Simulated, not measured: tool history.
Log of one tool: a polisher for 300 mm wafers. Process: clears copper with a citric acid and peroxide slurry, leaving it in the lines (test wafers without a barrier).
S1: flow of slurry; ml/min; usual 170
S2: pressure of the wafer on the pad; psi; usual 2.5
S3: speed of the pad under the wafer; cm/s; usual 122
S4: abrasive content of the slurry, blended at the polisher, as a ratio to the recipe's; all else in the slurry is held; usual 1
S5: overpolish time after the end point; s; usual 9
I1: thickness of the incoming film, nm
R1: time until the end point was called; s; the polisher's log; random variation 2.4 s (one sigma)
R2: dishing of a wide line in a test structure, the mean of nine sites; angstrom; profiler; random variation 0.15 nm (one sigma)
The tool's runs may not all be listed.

{"run": 1, "hour": 0.0, "S1": 170, "S2": 2.3, "S3": 122, "S4": 1, "S5": 9, "I1": 228.7, "R1": 146.9, "R2": 111}
{"run": 2, "hour": 33.2, "S1": 170, "S2": 2.3, "S3": 122, "S4": 1, "S5": 9, "I1": 231.6, "R1": 144.6, "R2": 108}
{"run": 3, "hour": 102.8, "S1": 170, "S2": 2.5, "S3": 122, "S4": 1, "S5": 9, "I1": 234.1, "R1": 136.2, "R2": 115}
{"run": 4, "hour": 158.0, "S1": 170, "S2": 2.5, "S3": 122, "S4": 1, "S5": 9, "I1": 227.4, "R1": 133.5, "R2": 116}
{"hour": 193.3, "done": "slurry blender recalibrated"}
{"run": 5, "hour": 204.0, "S1": 170, "S2": 2.5, "S3": 122, "S4": 1, "S5": 9, "I1": 229.2, "R1": 134.6, "R2": 115}
{"hour": 235.6, "done": "slurry nozzle cleaned"}
{"run": 6, "hour": 251.3, "S1": 170, "S2": 2.5, "S3": 122, "S4": 1, "S5": 9, "I1": 230.6, "R1": 136.3, "R2": 114}
{"hour": 278.7, "done": "worn pad replaced by a new one"}
{"run": 7, "hour": 320.6, "S1": 170, "S2": 2.5, "S3": 122, "S4": 1, "S5": 9, "I1": 228.2, "R1": 139.8, "R2": 113}
{"run": 8, "hour": 363.8, "S1": 170, "S2": 2.5, "S3": 122, "S4": 1, "S5": 9, "I1": 231.5, "R1": 142.8, "R2": 111}
{"hour": 421.4, "done": "head pressure recalibrated"}
{"run": 9, "hour": 423.3, "S1": 170, "S2": 2.5, "S3": 122, "S4": 1, "S5": 9, "I1": 229.1, "R1": 120, "R2": 127}
{"run": 10, "hour": 470.0, "S1": 170, "S2": 2.5, "S3": 122, "S4": 1, "S5": 9, "I1": 226.9, "R1": 123.9, "R2": 130}
{"run": 11, "hour": 512.9, "S1": 170, "S2": 2.5, "S3": 146, "S4": 1, "S5": 9, "I1": 225.9, "R1": 101.4, "R2": 149}
{"hour": 534.0, "done": "slurry blender recalibrated"}
{"run": 12, "hour": 556.9, "S1": 170, "S2": 3.3, "S3": 122, "S4": 1.1, "S5": 9, "I1": 229.3, "R1": 93.2, "R2": 167}
{"hour": 597.1, "done": "slurry nozzle cleaned"}
{"run": 13, "hour": 628.3, "S1": 170, "S2": 2.5, "S3": 96, "S4": 1, "S5": 12, "I1": 229.5, "R1": 161.7, "R2": 131}
{"hour": 638.9, "done": "worn pad replaced by a new one"}
{"run": 14, "hour": 689.4, "S1": 170, "S2": 2.5, "S3": 122, "S4": 1, "S5": 9, "I1": 231.1, "R1": 127.1, "R2": 122}
{"run": 15, "hour": 735.4, "S1": 190, "S2": 2.5, "S3": 122, "S4": 1.15, "S5": 12, "I1": 230.8, "R1": 127.9, "R2": 165}
{"run": 16, "hour": 760.1, "S1": 170, "S2": 2.5, "S3": 122, "S4": 1, "S5": 9, "I1": 231.3, "R1": 129.1, "R2": 120}
{"run": 17, "hour": 805.6, "S1": 155, "S2": 2.5, "S3": 94, "S4": 0.8, "S5": 7, "I1": 233.2, "R1": 173.3, "R2": 73}
{"run": 18, "hour": 856.4, "S1": 170, "S2": 2.5, "S3": 122, "S4": 1, "S5": 9, "I1": 226.2, "R1": 131.5, "R2": 121}
{"run": 19, "hour": 912.9, "S1": 170, "S2": 2.5, "S3": 122, "S4": 0.8, "S5": 8, "I1": 230.9, "R1": 131.1, "R2": 105}
{"hour": 914.7, "done": "slurry nozzle cleaned"}
{"hour": 941.4, "done": "slurry blender recalibrated"}
{"run": 20, "hour": 964.8, "S1": 170, "S2": 2, "S3": 122, "S4": 1, "S5": 9, "I1": 229, "R1": 164.4, "R2": 97}
{"run": 21, "hour": 1001.8, "S1": 200, "S2": 2.5, "S3": 158, "S4": 1.25, "S5": 14, "I1": 235, "R1": 104.3, "R2": 229}
{"hour": 1030.7, "done": "worn pad replaced by a new one"}
{"run": 22, "hour": 1038.7, "S1": 110, "S2": 2.5, "S3": 82, "S4": 0.9, "S5": 14, "I1": 229.1, "R1": 205, "R2": 117}
{"run": 23, "hour": 1077.8, "S1": 170, "S2": 1.9, "S3": 100, "S4": 1, "S5": 9, "I1": 225.1, "R1": 209.8, "R2": 76}
{"run": 24, "hour": 1105.4, "S1": 170, "S2": 2.5, "S3": 122, "S4": 1, "S5": 9, "I1": 234.6, "R1": 136.9, "R2": 116}
{"run": 25, "hour": 1130.7, "S1": 170, "S2": 2.5, "S3": 122, "S4": 1, "S5": 9, "I1": 232.2, "R1": 138.7, "R2": 116}
{"run": 26, "hour": 1158.7, "S1": 130, "S2": 2.5, "S3": 122, "S4": 0.7, "S5": 9, "I1": 229.3, "R1": 143.4, "R2": 109}
{"run": 27, "hour": 1229.9, "S1": 170, "S2": 2.5, "S3": 122, "S4": 1, "S5": 9, "I1": 230.8, "R1": 141.6, "R2": 113}
{"run": 28, "hour": 1257.0, "S1": 170, "S2": 2.5, "S3": 138, "S4": 1, "S5": 9, "I1": 233.6, "R1": 127.7, "R2": 126}

The next listed run, before its measurement:
{"hour": 1279.2, "done": "slurry nozzle cleaned"}
{"hour": 1295.2, "done": "slurry blender recalibrated"}
{"run": 29, "hour": 1312.5, "S1": 170, "S2": 2.5, "S3": 122, "S4": 1, "S5": 9, "I1": 231, "R1": "?", "R2": "?"}

Run 29 gave R1 140.2 s, R2 114 angstrom.
Without the tool's hidden state the same run would have given R1 125.4 s, R2 127 angstrom.
